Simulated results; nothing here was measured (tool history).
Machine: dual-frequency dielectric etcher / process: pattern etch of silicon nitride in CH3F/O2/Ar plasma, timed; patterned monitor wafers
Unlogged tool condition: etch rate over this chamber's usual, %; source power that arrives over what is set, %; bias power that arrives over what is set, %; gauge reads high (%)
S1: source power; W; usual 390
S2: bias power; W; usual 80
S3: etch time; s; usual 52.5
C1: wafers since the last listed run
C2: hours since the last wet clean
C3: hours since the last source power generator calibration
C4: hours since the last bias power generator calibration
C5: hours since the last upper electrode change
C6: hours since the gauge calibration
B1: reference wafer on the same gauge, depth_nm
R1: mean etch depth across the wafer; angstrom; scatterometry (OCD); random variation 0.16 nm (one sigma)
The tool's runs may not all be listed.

run	hour	S1	S2	S3	C1	C2	C3	C4	C5	C6	B1	R1
1	0	360	80	52.5	0	423.4	4611.5	3336	3055.4	72.9	39.12	400.3
2	6.7	390	80	52.5	56	430.1	4618.2	3342.7	3062.1	79.6	39.1	417.3
3	16.5	390	80	52.5	82	439.9	4628	3352.5	3071.9	89.4	39.09	420.7
4	39.5	390	80	52.5	193	462.9	4651	3375.5	3094.9	112.4	39.13	420.4
5	47	390	80	52.5	63	470.4	4658.5	3383	3102.4	119.9	39.12	417.8
6	53.6	390	80	52.5	55	477	4665.1	3389.6	3109	126.5	39.12	415.7
7	67.5	390	85	52.5	117	490.9	4679	3403.5	3122.9	140.4	39.1	426.2
# hour 114.6: wet clean of the chamber
# hour 122.6: upper electrode replaced
8	123.1	390	85	52.5	198	8.5	4734.6	3459.1	0.5	196	39.1	434.7
9	123.4	390	80	52.5	2	8.8	4734.9	3459.4	0.8	196.3	39.12	423.8
10	124.5	390	80	52.5	9	9.9	4736	3460.5	1.9	197.4	39.07	424.4
11	131	390	80	52.5	54	16.4	4742.5	3467	8.4	203.9	39.09	424.6
12	140.7	390	80	52.5	81	26.1	4752.2	3476.7	18.1	213.6	39.11	423.7
13	156.6	390	80	52.5	133	42	4768.1	3492.6	34	229.5	39.1	421.7
# hour 164.9: gauge calibrated
14	172.4	390	66	52.5	133	57.8	4783.9	3508.4	49.8	7.5	39.1	392.9
15	190.3	390	80	52.5	150	75.7	4801.8	3526.3	67.7	25.4	39.12	420.2
16	197.2	360	80	67	58	82.6	4808.7	3533.2	74.6	32.3	39.11	523.3
17	207.8	480	98	52.5	89	93.2	4819.3	3543.8	85.2	42.9	39.09	500.3
18	215.6	390	67	52.5	65	101	4827.1	3551.6	93	50.7	39.11	394
19	224.8	390	80	45	77	110.2	4836.3	3560.8	102.2	59.9	39.08	360.6
# hour 233.4: bias power generator calibrated
20	236.5	490	91	47	64	121.9	4848	3.1	113.9	71.6	39.11	436.3
# hour 245.2: source power generator calibrated
21	246.5	490	91	47	50	131.9	1.3	13.1	123.9	81.6	39.1	437.2
22	257.9	420	80	52.5	96	143.3	12.7	24.5	135.3	93	39.1	433.3
23	268.9	390	80	36.5	92	154.3	23.7	35.5	146.3	104	39.12	293.8
24	298.7	390	80	36.5	251	184.1	53.5	65.3	176.1	133.8	39.09	292
25	314.1	390	80	52.5	129	199.5	68.9	80.7	191.5	149.2	39.09	421
26	324.8	340	88	52.5	90	210.2	79.6	91.4	202.2	159.9	39.1	409.2
27	342.1	460	98	38.5	145	227.5	96.9	108.7	219.5	177.2	39.09	356.9
28	359.9	390	80	56.5	149	245.3	114.7	126.5	237.3	195	39.14	453.4

Here are 4 independent what-if runs from the current tool condition. What would each one return?
A	360.3	390	80	52.5	3	245.7	115.1	126.9	237.7	195.4	?	?
B	360.3	300	91	65.5	3	245.7	115.1	126.9	237.7	195.4	?	?
C	360.3	350	66	52.5	3	245.7	115.1	126.9	237.7	195.4	?	?
D	360.3	440	80	39	3	245.7	115.1	126.9	237.7	195.4	?	?

run	B1	R1
A	39.1	420.4
B	39.1	491
C	39.1	370.4
D	39.1	329.4
Stripped of hidden state, with their random variation kept, the same runs would have yielded:
run	R1
A	426.6
B	498.3
C	375.9
D	334.2

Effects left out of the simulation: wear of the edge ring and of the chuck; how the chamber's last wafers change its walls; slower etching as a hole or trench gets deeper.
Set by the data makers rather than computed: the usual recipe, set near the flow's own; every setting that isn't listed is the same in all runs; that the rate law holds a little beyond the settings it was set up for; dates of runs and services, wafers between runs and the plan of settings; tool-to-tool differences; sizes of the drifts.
